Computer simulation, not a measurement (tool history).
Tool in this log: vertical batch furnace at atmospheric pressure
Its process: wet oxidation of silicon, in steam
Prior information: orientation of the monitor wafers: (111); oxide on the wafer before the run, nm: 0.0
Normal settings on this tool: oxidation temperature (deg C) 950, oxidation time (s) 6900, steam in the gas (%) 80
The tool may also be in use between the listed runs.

run,hour,oxidation temperature (deg C),oxidation time (s),steam in the gas (%),wafers since the last listed run,hours since the last temperature calibration,hours since the steam generator was serviced,hours since the gauge calibration,"read-back reference wafer on the same gauge, thickness",oxide thickness on the monitor wafer (nm)
1,0,950,6900,80,0,1832,408.6,807.2,366.18,431.5
2,52.4,950,6900,80,661,1884.4,461,859.6,366,433.22
3,112.8,950,7770,80,763,1944.8,521.4,920,365.8,468.08
4,169.8,950,7770,80,720,2001.8,578.4,977,365.94,468.24
5,227.4,966,6900,80,727,2059.4,636,1034.6,366.36,475.64
6,260.7,966,6900,80,420,2092.7,669.3,1067.9,365.87,477.37
7,302.6,950,6900,80,529,2134.6,711.2,1109.8,366.08,428.77
8,335.9,950,6900,80,420,2167.9,744.5,1143.1,366.11,427.63
9,364.4,950,6900,80,360,2196.4,773,1171.6,365.94,429.85
10,409.1,950,6900,80,564,2241.1,817.7,1216.3,365.89,425.53
# hour 432.2: gauge calibrated
11,445.9,941,6900,80,464,2277.9,854.5,13.7,366.26,403.66
12,498.1,941,6900,80,659,2330.1,906.7,65.9,366.07,397.86
13,546.3,950,6900,80,608,2378.3,954.9,114.1,366.29,425.5
14,608,950,6900,80,779,2440,1016.6,175.8,365.98,423.21
15,658,932,6900,80,631,2490,1066.6,225.8,366.11,375.27
16,711.5,942,9150,80,675,2543.5,1120.1,279.3,365.98,487.26
17,763.3,950,6900,80,654,2595.3,1171.9,331.1,365.85,422.24
18,809.3,950,6900,80,581,2641.3,1217.9,377.1,366.09,422.21
# hour 865.3: thermocouples replaced and temperature profile calibrated
19,865.8,950,6900,80,410,0.5,1274.4,433.6,366.1,422.83
# hour 900.2: steam generator serviced
20,900.7,967,8760,70,137,35.4,0.5,468.5,366.24,521.64
21,930.3,926,6900,70,373,65,30.1,498.1,366.02,334.81
22,993.9,970,8130,88,803,128.6,93.7,561.7,366,581.88

Expected results for the next run?
23,1024.2,937,9750,84,382,158.9,124,592,?,?

read-back reference wafer on the same gauge, thickness: 365.93
oxide thickness on the monitor wafer (nm): 521.44
If the tool had no hidden condition, the same run with the same run-to-run variation would have returned oxide thickness on the monitor wafer (nm) 525.34.
